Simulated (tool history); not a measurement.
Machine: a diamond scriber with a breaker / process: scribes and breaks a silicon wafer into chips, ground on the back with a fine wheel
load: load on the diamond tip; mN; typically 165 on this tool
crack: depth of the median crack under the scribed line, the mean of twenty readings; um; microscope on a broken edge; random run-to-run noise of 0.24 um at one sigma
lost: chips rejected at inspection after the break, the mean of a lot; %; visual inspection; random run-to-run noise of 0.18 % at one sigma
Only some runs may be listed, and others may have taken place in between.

run	hour	load	wafers since the last listed run	hours since the diamond tip was replaced	hours since the load on the tip was calibrated	incoming depth of the damage left on the back of the incoming wafer, um	crack	lost
1	0	148	0	212.2	57.9	2.2	11.54	3.22
2	63.4	148	306	275.6	121.3	2.17	10.91	3.59
3	142.3	165	381	354.5	200.2	2.2	11.7	2.55
4	177.6	165	170	389.8	235.5	2.94	11.59	3.8
5	245.7	165	328	457.9	303.6	2.51	11.4	3.29
# hour 285: diamond tip replaced by a new one
6	291.9	165	213	6.9	349.8	2.05	11.09	3.07
# hour 330.8: load on the tip recalibrated
7	355.1	165	295	70.1	24.3	2.42	12.37	2.43
8	422.4	165	325	137.4	91.6	2.31	11.46	2.68
9	465	165	205	180	134.2	2.31	11.6	2.84
10	516.8	144	250	231.8	186	2.54	10.57	6.09
11	560.6	144	211	275.6	229.8	2.44	10.91	5.68
12	613.3	165	254	328.3	282.5	2.7	11.34	3.71
# hour 678.3: diamond tip replaced by a new one
13	678.8	165	306	0.5	348	2.05	11.52	2.74
14	743.5	165	312	65.2	412.7	2.87	11.24	3.95
15	789.9	204	224	111.6	459.1	2.13	12.5	1.9
# hour 824.7: load on the tip recalibrated
16	843.6	204	249	165.3	18.9	2	14.03	3.02
17	872.8	165	141	194.5	48.1	2.13	12.1	2.37
18	913.4	165	196	235.1	88.7	2.2	11.81	2.59
19	957.4	178	212	279.1	132.7	1.98	12.08	2.28
20	1003.7	205	223	325.4	179	2.84	12.72	3.05
21	1054.3	184	244	376	229.6	1.83	11.49	2.4
# hour 1065.1: diamond tip replaced by a new one
22	1112.1	122	269	47	287.4	2.83	9.34	12.04
23	1163.6	202	248	98.5	338.9	2.35	12.57	2.22
24	1192.8	151	141	127.7	368.1	2.34	10.69	4.84
25	1231	185	184	165.9	406.3	2.18	12.02	2.5
# hour 1245.6: load on the tip recalibrated
26	1284.4	213	248	219.3	38.8	1.63	14.73	3.14
27	1343.7	212	286	278.6	98.1	1.77	14.18	3.2
28	1396.6	128	255	331.5	151	2.16	10.36	6.67
29	1468.4	189	346	403.3	222.8	2.42	12.19	2.44
# hour 1480.4: diamond tip replaced by a new one
30	1508.5	133	183	28.1	262.9	2.77	10.29	7.53
31	1574.7	186	319	94.3	329.1	2.25	12.35	2.65
32	1638.2	165	306	157.8	392.6	2.18	11.01	2.96
# hour 1667.4: load on the tip recalibrated
33	1672.8	165	157	192.4	5.4	2.83	12.13	2.8
34	1741.5	117	331	261.1	74.1	2.45	9.84	9.34
35	1799.8	123	281	319.4	132.4	2.26	9.31	8.43
36	1828.4	165	138	348	161	1.75	11.56	2.81
37	1858.3	139	144	377.9	190.9	2.25	10.41	5.78
38	1919.3	165	294	438.9	251.9	1.55	11.28	2.7

What the log doesn't show, run by run:
share of the diamond tip's cutting effectiveness lost through wear, %: 0 on each run
H1: deviation of the load on the tip from its setpoint, %
run	H1
1	-2.96
2	-6.72
3	-9.59
4	-10.4
5	-11.6
6	-12.1
7	-2.74
8	-7.71
9	-9.85
10	-11.7
11	-12.9
12	-13.8
13	-14.7
14	-15.2
15	-15.4
16	-3.54
17	-6.07
18	-8.84
19	-11.1
20	-12.8
21	-14.2
22	-15.2
23	-15.9
24	-16.1
25	-16.4
26	-1.95
27	-6.01
28	-8.47
29	-10.6
30	-11.5
31	-12.4
32	-13
33	-1.35
34	-7.1
35	-10.2
36	-11.4
37	-12.3
38	-13.8

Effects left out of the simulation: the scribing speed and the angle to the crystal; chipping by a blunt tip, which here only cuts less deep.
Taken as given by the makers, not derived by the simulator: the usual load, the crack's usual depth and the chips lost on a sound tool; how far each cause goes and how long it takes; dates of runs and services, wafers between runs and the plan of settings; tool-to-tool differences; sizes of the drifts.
